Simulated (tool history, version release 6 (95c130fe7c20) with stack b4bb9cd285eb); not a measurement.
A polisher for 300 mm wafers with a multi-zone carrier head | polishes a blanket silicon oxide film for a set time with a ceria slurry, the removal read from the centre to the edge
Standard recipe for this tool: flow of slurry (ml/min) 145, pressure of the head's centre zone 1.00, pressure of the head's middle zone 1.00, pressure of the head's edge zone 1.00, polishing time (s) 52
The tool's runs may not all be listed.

| run | hour | flow of slurry (ml/min) | pressure of the head's centre zone | pressure of the head's middle zone | pressure of the head's edge zone | polishing time (s) | wafers since the last listed run | wafers polished on this pad | hours since the slurry nozzle was cleaned | hours since the centre zone pressure was calibrated | hours since the edge zone pressure was calibrated | hours since the carrier head's membrane was replaced | incoming thickness of the incoming film, nm | film removed at the wafer's centre (Å) | film removed at mid-radius (Å) | film removed at the wafer's edge (Å) |
|---|---|---|---|---|---|---|---|---|---|---|---|---|---|---|---|---|
| 1 | 0.0 | 185 | 1.00 | 0.92 | 0.89 | 52 | 0 | 6484 | 177.5 | 46.3 | 447.0 | 1167.1 | 1611.9 | 2010 | 1887 | 1925 |
| 2 | 95.9 | 115 | 1.10 | 0.88 | 1.00 | 43 | 1018 | 7502 | 273.4 | 142.2 | 542.9 | 1263.0 | 1618.2 | 1694 | 1375 | 1544 |
|  | 123.8 | worn pad replaced by a new one |
| 3 | 168.7 | 145 | 1.05 | 1.00 | 1.00 | 36 | 730 | 477 | 346.2 | 215.0 | 615.7 | 1335.8 | 1624.7 | 1424 | 1314 | 1354 |
|  | 260.0 | carrier head's membrane replaced by a new one |
| 4 | 272.4 | 145 | 1.00 | 1.00 | 1.00 | 52 | 1048 | 1525 | 449.9 | 318.7 | 719.4 | 12.4 | 1617.3 | 1958 | 1902 | 1981 |
|  | 276.5 | edge zone pressure recalibrated |
| 5 | 347.2 | 145 | 1.00 | 1.00 | 1.00 | 52 | 772 | 2298 | 524.7 | 393.5 | 70.7 | 87.2 | 1609.0 | 1957 | 1921 | 1956 |
| 6 | 385.5 | 185 | 1.10 | 1.05 | 1.00 | 67 | 406 | 2704 | 563.0 | 431.8 | 109.0 | 125.5 | 1609.4 | 2965 | 2610 | 2563 |
| 7 | 456.8 | 145 | 0.88 | 1.00 | 1.00 | 52 | 757 | 3461 | 634.3 | 503.1 | 180.3 | 196.8 | 1631.1 | 1784 | 1929 | 1917 |
| 8 | 562.6 | 115 | 1.00 | 0.89 | 0.93 | 65 | 1123 | 4585 | 740.1 | 608.9 | 286.1 | 302.6 | 1613.2 | 2367 | 2132 | 2288 |
|  | 609.5 | slurry nozzle cleaned |
| 9 | 626.2 | 120 | 1.00 | 0.97 | 1.12 | 66 | 664 | 5249 | 16.7 | 672.5 | 349.7 | 366.2 | 1590.1 | 2425 | 2263 | 2493 |
| 10 | 702.8 | 145 | 0.91 | 1.00 | 1.00 | 70 | 813 | 6063 | 93.3 | 749.1 | 426.3 | 442.8 | 1633.6 | 2468 | 2583 | 2686 |
| 11 | 767.3 | 145 | 0.91 | 1.00 | 1.00 | 69 | 684 | 6748 | 157.8 | 813.6 | 490.8 | 507.3 | 1617.4 | 2372 | 2513 | 2583 |
|  | 914.6 | worn pad replaced by a new one |
| 12 | 974.4 | 170 | 1.00 | 1.00 | 1.00 | 68 | 2156 | 635 | 364.9 | 1020.7 | 697.9 | 714.4 | 1621.1 | 2684 | 2591 | 2698 |
| 13 | 1070.8 | 145 | 1.00 | 1.00 | 1.07 | 52 | 1023 | 1658 | 461.3 | 1117.1 | 794.3 | 810.8 | 1618.6 | 2039 | 1960 | 2031 |
|  | 1113.9 | edge zone pressure recalibrated |
| 14 | 1153.7 | 145 | 0.88 | 1.00 | 1.00 | 57 | 859 | 2517 | 544.2 | 1200.0 | 39.8 | 893.7 | 1623.2 | 1921 | 2106 | 2176 |
|  | 1205.2 | centre zone pressure recalibrated |
| 15 | 1224.8 | 145 | 0.92 | 1.00 | 1.06 | 44 | 733 | 3251 | 615.3 | 19.6 | 110.9 | 964.8 | 1623.0 | 1509 | 1636 | 1680 |
| 16 | 1274.7 | 145 | 1.00 | 1.00 | 1.00 | 52 | 529 | 3781 | 665.2 | 69.5 | 160.8 | 1014.7 | 1620.2 | 1985 | 1902 | 1927 |
|  | 1379.5 | slurry nozzle cleaned |
| 17 | 1486.8 | 145 | 1.04 | 0.93 | 0.88 | 52 | 2241 | 6022 | 107.3 | 281.6 | 372.9 | 1226.8 | 1596.2 | 2039 | 1820 | 1879 |
| 18 | 1566.1 | 120 | 1.00 | 0.92 | 0.94 | 52 | 842 | 6865 | 186.6 | 360.9 | 452.2 | 1306.1 | 1616.1 | 1884 | 1723 | 1863 |
| 19 | 1618.9 | 100 | 1.00 | 1.07 | 1.00 | 52 | 560 | 7425 | 239.4 | 413.7 | 505.0 | 1358.9 | 1600.2 | 1793 | 1840 | 1837 |
|  | 1715.0 | worn pad replaced by a new one |
| 20 | 1721.9 | 145 | 0.97 | 0.96 | 1.00 | 42 | 1051 | 73 | 342.4 | 516.7 | 608.0 | 1461.9 | 1599.4 | 1545 | 1502 | 1611 |
| 21 | 1804.9 | 145 | 1.00 | 1.00 | 0.91 | 52 | 881 | 954 | 425.4 | 599.7 | 691.0 | 1544.9 | 1614.2 | 2040 | 1889 | 1917 |
|  | 1833.9 | carrier head's membrane replaced by a new one |
| 22 | 1877.8 | 145 | 1.00 | 0.90 | 1.11 | 52 | 720 | 1675 | 498.3 | 672.6 | 763.9 | 43.9 | 1614.5 | 2005 | 1774 | 2030 |
|  | 1937.7 | edge zone pressure recalibrated |
| 23 | 1973.9 | 145 | 1.00 | 1.00 | 1.00 | 52 | 999 | 2674 | 594.4 | 768.7 | 36.2 | 140.0 | 1587.2 | 2036 | 1930 | 1956 |

Each row is a separate what-if for the run after 23, all from the same tool condition, not one after another. Results?
| A | 1974.3 | 145 | 1.00 | 1.00 | 1.00 | 52 | 4 | 2678 | 594.8 | 769.1 | 36.6 | 140.4 | 1636.4 | ? | ? | ? |
| B | 1974.3 | 145 | 1.07 | 1.00 | 0.92 | 52 | 4 | 2678 | 594.8 | 769.1 | 36.6 | 140.4 | 1636.4 | ? | ? | ? |
| C | 1974.3 | 145 | 1.06 | 1.00 | 0.94 | 52 | 4 | 2678 | 594.8 | 769.1 | 36.6 | 140.4 | 1636.4 | ? | ? | ? |

| run | film removed at the wafer's centre (Å) | film removed at mid-radius (Å) | film removed at the wafer's edge (Å) |
|---|---|---|---|
| A | 1986 | 1925 | 1947 |
| B | 2125 | 1925 | 1893 |
| C | 2106 | 1925 | 1907 |
What these runs would have given with no unlogged condition in the tool:
| run | film removed at the wafer's centre (Å) | film removed at mid-radius (Å) | film removed at the wafer's edge (Å) |
|---|---|---|---|
| A | 1900 | 1926 | 1947 |
| B | 2034 | 1925 | 1893 |
| C | 2015 | 1925 | 1907 |
